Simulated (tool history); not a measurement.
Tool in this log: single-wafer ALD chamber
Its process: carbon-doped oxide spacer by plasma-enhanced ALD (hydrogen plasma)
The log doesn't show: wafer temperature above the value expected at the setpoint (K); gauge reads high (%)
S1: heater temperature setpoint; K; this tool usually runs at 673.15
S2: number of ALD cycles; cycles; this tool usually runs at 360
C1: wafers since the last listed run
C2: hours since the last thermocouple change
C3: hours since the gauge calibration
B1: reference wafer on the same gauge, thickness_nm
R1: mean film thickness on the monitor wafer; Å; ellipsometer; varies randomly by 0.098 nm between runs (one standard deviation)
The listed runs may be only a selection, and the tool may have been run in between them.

{"run": 1, "hour": 0.0, "S1": 673.15, "S2": 360, "C1": 0, "C2": 743.7, "C3": 145.4, "B1": 20.418, "R1": 212.21}
{"run": 2, "hour": 34.9, "S1": 673.15, "S2": 386, "C1": 46, "C2": 778.6, "C3": 180.3, "B1": 20.417, "R1": 226.73}
{"run": 3, "hour": 66.8, "S1": 682.15, "S2": 360, "C1": 42, "C2": 810.5, "C3": 212.2, "B1": 20.409, "R1": 205.53}
{"run": 4, "hour": 124.4, "S1": 682.15, "S2": 360, "C1": 76, "C2": 868.1, "C3": 269.8, "B1": 20.393, "R1": 208.65}
{"run": 5, "hour": 182.4, "S1": 673.15, "S2": 383, "C1": 76, "C2": 926.1, "C3": 327.8, "B1": 20.4, "R1": 224.26}
{"run": 6, "hour": 249.7, "S1": 673.15, "S2": 396, "C1": 89, "C2": 993.4, "C3": 395.1, "B1": 20.391, "R1": 232.76}
{"run": 7, "hour": 297.5, "S1": 673.15, "S2": 396, "C1": 63, "C2": 1041.2, "C3": 442.9, "B1": 20.392, "R1": 231.49}
{"run": 8, "hour": 326.4, "S1": 673.15, "S2": 360, "C1": 38, "C2": 1070.1, "C3": 471.8, "B1": 20.387, "R1": 212.71}
{"run": 9, "hour": 350.7, "S1": 665.15, "S2": 325, "C1": 32, "C2": 1094.4, "C3": 496.1, "B1": 20.397, "R1": 191.34}
{"run": 10, "hour": 412.9, "S1": 665.15, "S2": 325, "C1": 82, "C2": 1156.6, "C3": 558.3, "B1": 20.384, "R1": 191.14}
{"run": 11, "hour": 459.2, "S1": 673.15, "S2": 360, "C1": 61, "C2": 1202.9, "C3": 604.6, "B1": 20.424, "R1": 210.61}
{"run": 12, "hour": 517.7, "S1": 673.15, "S2": 360, "C1": 77, "C2": 1261.4, "C3": 663.1, "B1": 20.405, "R1": 210.33}
{"run": 13, "hour": 542.2, "S1": 673.15, "S2": 360, "C1": 32, "C2": 1285.9, "C3": 687.6, "B1": 20.406, "R1": 210.31}
{"run": 14, "hour": 600.6, "S1": 684.15, "S2": 360, "C1": 77, "C2": 1344.3, "C3": 746.0, "B1": 20.424, "R1": 205.47}
{"run": 15, "hour": 643.2, "S1": 684.15, "S2": 360, "C1": 56, "C2": 1386.9, "C3": 788.6, "B1": 20.397, "R1": 204.61}
{"run": 16, "hour": 705.5, "S1": 665.15, "S2": 325, "C1": 82, "C2": 1449.2, "C3": 850.9, "B1": 20.381, "R1": 190.68}
{"hour": 708.7, "done": "gauge calibrated"}
{"run": 17, "hour": 749.4, "S1": 659.15, "S2": 425, "C1": 58, "C2": 1493.1, "C3": 40.7, "B1": 20.409, "R1": 249.21}
{"run": 18, "hour": 804.8, "S1": 673.15, "S2": 360, "C1": 73, "C2": 1548.5, "C3": 96.1, "B1": 20.384, "R1": 209.95}
{"run": 19, "hour": 834.8, "S1": 673.15, "S2": 396, "C1": 39, "C2": 1578.5, "C3": 126.1, "B1": 20.395, "R1": 232.68}
{"run": 20, "hour": 870.7, "S1": 678.15, "S2": 391, "C1": 47, "C2": 1614.4, "C3": 162.0, "B1": 20.4, "R1": 225.38}
{"run": 21, "hour": 894.8, "S1": 678.15, "S2": 391, "C1": 31, "C2": 1638.5, "C3": 186.1, "B1": 20.402, "R1": 226.15}
{"run": 22, "hour": 920.1, "S1": 680.15, "S2": 431, "C1": 33, "C2": 1663.8, "C3": 211.4, "B1": 20.388, "R1": 249.16}
{"run": 23, "hour": 984.5, "S1": 668.15, "S2": 316, "C1": 85, "C2": 1728.2, "C3": 275.8, "B1": 20.393, "R1": 185.91}
{"run": 24, "hour": 1033.1, "S1": 661.15, "S2": 299, "C1": 64, "C2": 1776.8, "C3": 324.4, "B1": 20.396, "R1": 174.78}
{"hour": 1066.4, "done": "thermocouple changed; heater temperature recalibrated"}
{"run": 25, "hour": 1080.2, "S1": 659.15, "S2": 360, "C1": 51, "C2": 13.8, "C3": 371.5, "B1": 20.406, "R1": 211.58}
{"run": 26, "hour": 1114.6, "S1": 681.15, "S2": 339, "C1": 45, "C2": 48.2, "C3": 405.9, "B1": 20.379, "R1": 193.46}
{"run": 27, "hour": 1170.4, "S1": 660.15, "S2": 314, "C1": 74, "C2": 104.0, "C3": 461.7, "B1": 20.398, "R1": 183.88}
{"run": 28, "hour": 1225.3, "S1": 669.15, "S2": 360, "C1": 72, "C2": 158.9, "C3": 516.6, "B1": 20.424, "R1": 211.59}
{"run": 29, "hour": 1249.8, "S1": 677.15, "S2": 300, "C1": 32, "C2": 183.4, "C3": 541.1, "B1": 20.375, "R1": 174.14}
{"run": 30, "hour": 1343.2, "S1": 673.15, "S2": 360, "C1": 123, "C2": 276.8, "C3": 634.5, "B1": 20.401, "R1": 213.01}
{"run": 31, "hour": 1388.3, "S1": 673.15, "S2": 307, "C1": 59, "C2": 321.9, "C3": 679.6, "B1": 20.427, "R1": 179.29}

Forecast each of these 3 alternatives for the next run:
{"run": "A", "hour": 1389.2, "S1": 666.15, "S2": 360, "C1": 1, "C2": 322.8, "C3": 680.5, "B1": "?", "R1": "?"}
{"run": "B", "hour": 1389.2, "S1": 684.15, "S2": 382, "C1": 1, "C2": 322.8, "C3": 680.5, "B1": "?", "R1": "?"}
{"run": "C", "hour": 1389.2, "S1": 666.15, "S2": 407, "C1": 1, "C2": 322.8, "C3": 680.5, "B1": "?", "R1": "?"}

run=A B1=20.417 R1=212.17
run=B B1=20.417 R1=218.59
run=C B1=20.417 R1=239.86
The same runs, with their run-to-run variation unchanged, on a tool lacking any hidden condition would have given:
run=A R1=212.17
run=B R1=218.59
run=C R1=239.86
